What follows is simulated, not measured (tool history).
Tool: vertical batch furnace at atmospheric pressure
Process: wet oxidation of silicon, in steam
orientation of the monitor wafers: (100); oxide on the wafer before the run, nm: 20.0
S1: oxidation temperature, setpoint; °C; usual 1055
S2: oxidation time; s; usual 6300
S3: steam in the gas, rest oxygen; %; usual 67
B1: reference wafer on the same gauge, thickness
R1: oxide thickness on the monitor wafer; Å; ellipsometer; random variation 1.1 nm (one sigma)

Run 1, hour 0: usual settings but S2 8670 s, S3 63 %; B1 828.89. Result: R1 7770.5 Å.
Run 2, hour 14.3: usual settings but S2 8670 s, S3 63 %; B1 829.24. Result: R1 7787.3 Å.
Run 3, hour 33.5: usual settings but S2 8670 s, S3 63 %; B1 828.43. Result: R1 7784.6 Å.
Run 4, hour 50.6: usual settings but S1 1044 °C; B1 828.94. Result: R1 6354.2 Å.
Run 5, hour 62.5: usual settings but S1 1046 °C, S3 58 %; B1 828.5. Result: R1 5884.7 Å.
Run 6, hour 75.4: usual settings but S2 7680 s, S3 61 %; B1 829.63. Result: R1 7118.8 Å.
At hour 100.4: thermocouples replaced and temperature profile calibrated.
Run 7, hour 100.9: usual settings but S1 1067 °C; B1 828.69. Result: R1 7091.7 Å.
Run 8, hour 106.5: usual settings but S1 1067 °C; B1 828.69. Result: R1 7083.9 Å.
At hour 110.3: gauge calibrated.
Run 9, hour 119.6: usual settings but S1 1067 °C; B1 828.73. Result: R1 7083.8 Å.
At hour 145.6: steam generator serviced.
Run 10, hour 146.1: usual settings; B1 828.5. Result: R1 7069.4 Å.
Run 11, hour 151.6: usual settings but S2 8610 s; B1 829.18. Result: R1 8468.4 Å.
Run 12, hour 168.5: usual settings but S1 1070 °C, S2 7770 s, S3 59 %; B1 829.11. Result: R1 7928.3 Å.
Run 13, hour 186.3: usual settings but S3 74 %; B1 828.41. Result: R1 7493.3 Å.
Run 14, hour 200.8: usual settings but S1 1034 °C, S3 74 %; B1 828.35. Result: R1 6741.3 Å.
Run 15, hour 210.6: usual settings but S1 1067 °C; B1 828.85. Result: R1 7424.4 Å.
Run 16, hour 223: usual settings but S1 1041 °C, S2 9270 s, S3 78 %; B1 828.95. Result: R1 9016.3 Å.
Run 17, hour 236.7: usual settings but S1 1047 °C; B1 828.66. Result: R1 6755.5 Å.
Run 18, hour 253.1: usual settings but S2 4440 s; B1 829.14. Result: R1 5726.3 Å.
Run 19, hour 261.6: usual settings but S1 1077 °C, S2 7260 s, S3 79 %; B1 828.92. Result: R1 9197 Å.
Run 20, hour 270.2: usual settings but S1 1078 °C; B1 829.23. Result: R1 7772.2 Å.
Run 21, hour 279.5: usual settings but S1 1045 °C, S3 70 %; B1 828.64. Result: R1 6861.6 Å.
Run 22, hour 292.6: usual settings; B1 829.08. Result: R1 7020.4 Å.
Run 23, hour 304.8: usual settings; B1 829.2. Result: R1 6997.4 Å.

Forecast each of these 4 alternatives for the next run:
Run A, hour 310.4: usual settings; B1 ?. Result: R1 ?.
Run B, hour 310.4: usual settings but S2 4200 s, S3 73 %; B1 ?. Result: R1 ?.
Run C, hour 310.4: usual settings but S1 1067 °C, S2 5250 s, S3 63 %; B1 ?. Result: R1 ?.
Run D, hour 310.4: usual settings but S1 1040 °C, S3 60 %; B1 ?. Result: R1 ?.

run      B1      R1
  A  828.65    7025
  B  828.65  5816.4
  C  828.65  6449.4
  D  828.65  6106.1
Without the tool's hidden state the same runs would have given:
run      R1
  A    7098
  B  5878.2
  C  6516.1
  D  6171.8
